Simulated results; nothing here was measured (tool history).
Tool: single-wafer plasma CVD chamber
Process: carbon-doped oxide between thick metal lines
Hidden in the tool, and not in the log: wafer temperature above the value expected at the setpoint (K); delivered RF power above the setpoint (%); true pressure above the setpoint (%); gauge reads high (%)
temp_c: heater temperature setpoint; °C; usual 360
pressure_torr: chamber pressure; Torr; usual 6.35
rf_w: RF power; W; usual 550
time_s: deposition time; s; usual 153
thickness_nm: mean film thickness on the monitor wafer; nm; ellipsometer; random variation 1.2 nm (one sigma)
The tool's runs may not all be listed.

| run | hour | temp_c | pressure_torr | rf_w | time_s | wafers since the last listed run | hours since the last thermocouple change | hours since the last RF generator calibration | hours since the last manometer calibration | hours since the showerhead was replaced | hours since the gauge calibration | read-back reference wafer on the same gauge, thickness_nm | thickness_nm |
|---|---|---|---|---|---|---|---|---|---|---|---|---|---|
| 1 | 0 | 360 | 6.35 | 550 | 162 | 0 | 2099.7 | 2005.8 | 1510.9 | 0.5 | 520.1 | 666.929 | 820.271 |
| 2 | 4.8 | 360 | 6.35 | 550 | 162 | 50 | 2104.5 | 2010.6 | 1515.7 | 5.3 | 524.9 | 666.928 | 819.574 |
| 3 | 13.2 | 360 | 6.35 | 550 | 162 | 88 | 2112.9 | 2019 | 1524.1 | 13.7 | 533.3 | 667.21 | 817.31 |
| 4 | 21.5 | 360 | 6.35 | 550 | 153 | 87 | 2121.2 | 2027.3 | 1532.4 | 22 | 541.6 | 667.131 | 774.335 |
| 5 | 27.5 | 360 | 6.92 | 550 | 177 | 63 | 2127.2 | 2033.3 | 1538.4 | 28 | 547.6 | 667.384 | 900.36 |
|  | 33.4 | gauge calibrated |
| 6 | 44.6 | 360 | 6.92 | 550 | 177 | 180 | 2144.3 | 2050.4 | 1555.5 | 45.1 | 11.2 | 667.009 | 897.753 |
| 7 | 52.7 | 360 | 6.92 | 550 | 177 | 85 | 2152.4 | 2058.5 | 1563.6 | 53.2 | 19.3 | 666.914 | 900.198 |
| 8 | 65.5 | 353 | 6.35 | 550 | 153 | 135 | 2165.2 | 2071.3 | 1576.4 | 66 | 32.1 | 667.301 | 784.357 |
| 9 | 76.4 | 360 | 6.35 | 550 | 153 | 115 | 2176.1 | 2082.2 | 1587.3 | 76.9 | 43 | 667.071 | 771.824 |
|  | 89.1 | RF generator calibrated |
|  | 96.3 | thermocouple changed; heater temperature recalibrated |
| 10 | 96.8 | 349 | 5.03 | 500 | 135 | 55 | 0.5 | 7.7 | 1607.7 | 97.3 | 63.4 | 667.289 | 652.185 |
| 11 | 106 | 360 | 6.35 | 550 | 153 | 97 | 9.7 | 16.9 | 1616.9 | 106.5 | 72.6 | 666.578 | 800.334 |
|  | 122.3 | capacitance manometer re-zeroed and calibrated |
| 12 | 122.8 | 352 | 5.32 | 550 | 153 | 93 | 26.5 | 33.7 | 0.5 | 123.3 | 89.4 | 667.103 | 801.811 |
| 13 | 139.6 | 349 | 5.39 | 550 | 177 | 177 | 43.3 | 50.5 | 17.3 | 140.1 | 106.2 | 667.103 | 930.061 |
| 14 | 147.5 | 372 | 5.68 | 580 | 180 | 83 | 51.2 | 58.4 | 25.2 | 148 | 114.1 | 666.994 | 945.868 |
| 15 | 165 | 360 | 6.35 | 550 | 153 | 185 | 68.7 | 75.9 | 42.7 | 165.5 | 131.6 | 666.578 | 797.051 |
| 16 | 174.2 | 360 | 6.35 | 550 | 153 | 97 | 77.9 | 85.1 | 51.9 | 174.7 | 140.8 | 666.597 | 795.773 |
| 17 | 190.3 | 366 | 5.84 | 645 | 176 | 170 | 94 | 101.2 | 68 | 190.8 | 156.9 | 666.885 | 1014.278 |
| 18 | 204.9 | 360 | 6.35 | 485 | 179 | 154 | 108.6 | 115.8 | 82.6 | 205.4 | 171.5 | 666.776 | 836.577 |
| 19 | 211.4 | 360 | 6.35 | 645 | 125 | 68 | 115.1 | 122.3 | 89.1 | 211.9 | 178 | 667.202 | 738.089 |
| 20 | 224.3 | 347 | 6.35 | 460 | 153 | 136 | 128 | 135.2 | 102 | 224.8 | 190.9 | 666.716 | 698.971 |
| 21 | 236.8 | 366 | 5.5 | 550 | 153 | 132 | 140.5 | 147.7 | 114.5 | 237.3 | 203.4 | 666.849 | 775.656 |
| 22 | 243.1 | 356 | 6.35 | 515 | 153 | 66 | 146.8 | 154 | 120.8 | 243.6 | 209.7 | 667.134 | 759.466 |
| 23 | 253.8 | 360 | 6.35 | 550 | 153 | 113 | 157.5 | 164.7 | 131.5 | 254.3 | 220.4 | 667.291 | 796.322 |
| 24 | 270.8 | 374 | 5.87 | 585 | 166 | 179 | 174.5 | 181.7 | 148.5 | 271.3 | 237.4 | 667.064 | 874.195 |
| 25 | 281.5 | 360 | 6.92 | 550 | 177 | 113 | 185.2 | 192.4 | 159.2 | 282 | 248.1 | 666.89 | 925.138 |
| 26 | 317.5 | 360 | 5.33 | 550 | 153 | 380 | 221.2 | 228.4 | 195.2 | 318 | 284.1 | 667.019 | 779.645 |
| 27 | 334 | 360 | 6.84 | 550 | 176 | 174 | 237.7 | 244.9 | 211.7 | 334.5 | 300.6 | 666.787 | 915.997 |
| 28 | 346 | 365 | 6.35 | 460 | 153 | 126 | 249.7 | 256.9 | 223.7 | 346.5 | 312.6 | 666.988 | 668.33 |

What the log doesn't show, run by run:
wafer temperature above the value expected at the setpoint (K): 0 in every run
true pressure above the setpoint (%): 0 in every run
gauge reads high (%): 0 in every run
H1: delivered RF power above the setpoint (%)
| run | H1 |
|---|---|
| 1 | -4.28 |
| 2 | -4.28 |
| 3 | -4.29 |
| 4 | -4.29 |
| 5 | -4.29 |
| 6 | -4.3 |
| 7 | -4.3 |
| 8 | -4.3 |
| 9 | -4.31 |
| 10 | -0.161 |
| 11 | -0.211 |
| 12 | -0.3 |
| 13 | -0.387 |
| 14 | -0.427 |
| 15 | -0.515 |
| 16 | -0.56 |
| 17 | -0.638 |
| 18 | -0.707 |
| 19 | -0.737 |
| 20 | -0.797 |
| 21 | -0.853 |
| 22 | -0.881 |
| 23 | -0.928 |
| 24 | -1 |
| 25 | -1.05 |
| 26 | -1.19 |
| 27 | -1.26 |
| 28 | -1.31 |

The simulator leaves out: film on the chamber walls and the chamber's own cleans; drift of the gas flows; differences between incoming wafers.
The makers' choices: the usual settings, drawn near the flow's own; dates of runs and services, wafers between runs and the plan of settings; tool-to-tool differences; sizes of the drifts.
